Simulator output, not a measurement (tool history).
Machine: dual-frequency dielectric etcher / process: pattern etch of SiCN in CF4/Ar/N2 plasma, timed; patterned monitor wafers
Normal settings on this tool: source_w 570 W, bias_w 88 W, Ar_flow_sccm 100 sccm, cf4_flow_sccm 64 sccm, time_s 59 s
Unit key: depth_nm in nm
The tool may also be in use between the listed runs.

run,day,source_w,bias_w,Ar_flow_sccm,cf4_flow_sccm,time_s,wafers since the last listed run,hours since the last wet clean,hours since the last source power generator calibration,hours since the last bias power generator calibration,hours since the last Ar flow controller change,hours since the last CF4 flow controller change,hours since the last upper electrode change,hours since the gauge calibration,"read-back reference wafer on the same gauge, depth_nm",depth_nm
1,0,570,88,100,64,75.5,0,586.6,2512.3,739.3,812.7,4817,4230.8,993.5,66.3,79.9
2,2.521,570,106,114,64,71.5,1025,647.1,2572.8,799.8,873.2,4877.5,4291.3,1054,66.4,79
3,5.342,660,88,100,72,59,1147,714.8,2640.5,867.5,940.9,4945.2,4359,1121.7,66.4,73.3
# day 7.438: wet clean of the chamber
4,8.488,570,88,123,78,59,873,25.2,2716,943,1016.4,5020.7,4434.5,1197.2,66.4,63.4
5,11.179,570,88,100,74,45.5,1095,89.8,2780.6,1007.6,1081,5085.3,4499.1,1261.8,66.5,49.6
6,14.892,570,70,100,64,59,1510,178.9,2869.7,1096.7,1170.1,5174.4,4588.2,1350.9,66.5,58.6
7,18.933,650,109,85,64,59,1644,275.9,2966.7,1193.7,1267.1,5271.4,4685.2,1447.9,66.5,75
# day 22.271: CF4 flow controller replaced
8,23.092,700,99,112,64,59,1590,375.7,3066.5,1293.5,1366.9,19.7,4785,1547.7,66.4,76.2
9,25.221,570,88,100,64,59,866,426.8,3117.6,1344.6,1418,70.8,4836.1,1598.8,66.3,62.4
10,27.188,570,88,100,64,59,800,474,3164.8,1391.8,1465.2,118,4883.3,1646,66.4,61.8
# day 30.058: source power generator calibrated
11,30.683,570,88,116,64,45,1354,557.9,15,1475.7,1549.1,201.9,4967.2,1729.9,66.4,49.2
12,34.183,570,88,100,64,59,1424,641.9,99,1559.7,1633.1,285.9,5051.2,1813.9,66.4,65.7
# day 35.525: upper electrode replaced
13,37.767,570,88,100,64,59,1051,727.9,185,1645.7,1719.1,371.9,53.8,1899.9,66.3,64.6
# day 40.492: wet clean of the chamber
14,40.512,500,88,100,74,59,710,0.5,250.9,1711.6,1785,437.8,119.7,1965.8,66.4,59.8
15,42.658,570,88,119,68,59,873,52,302.4,1763.1,1836.5,489.3,171.2,2017.3,66.4,65.4
16,45.438,570,88,100,64,59,1130,118.7,369.1,1829.8,1903.2,556,237.9,2084,66.3,65.3
17,56.171,570,68,100,78,59,4367,376.3,626.7,2087.4,2160.8,813.6,495.5,2341.6,66.4,63.5

Run 18 is up next; what results do you expect?
18,60.496,570,88,100,56,59,1759,480.1,730.5,2191.2,2264.6,917.4,599.3,2445.4,?,?

Run 18 measured read-back reference wafer on the same gauge, depth_nm 66.3, depth_nm 63.3 nm.
Had the tool carried no hidden state, the very same run would have given depth_nm 63.7 nm.
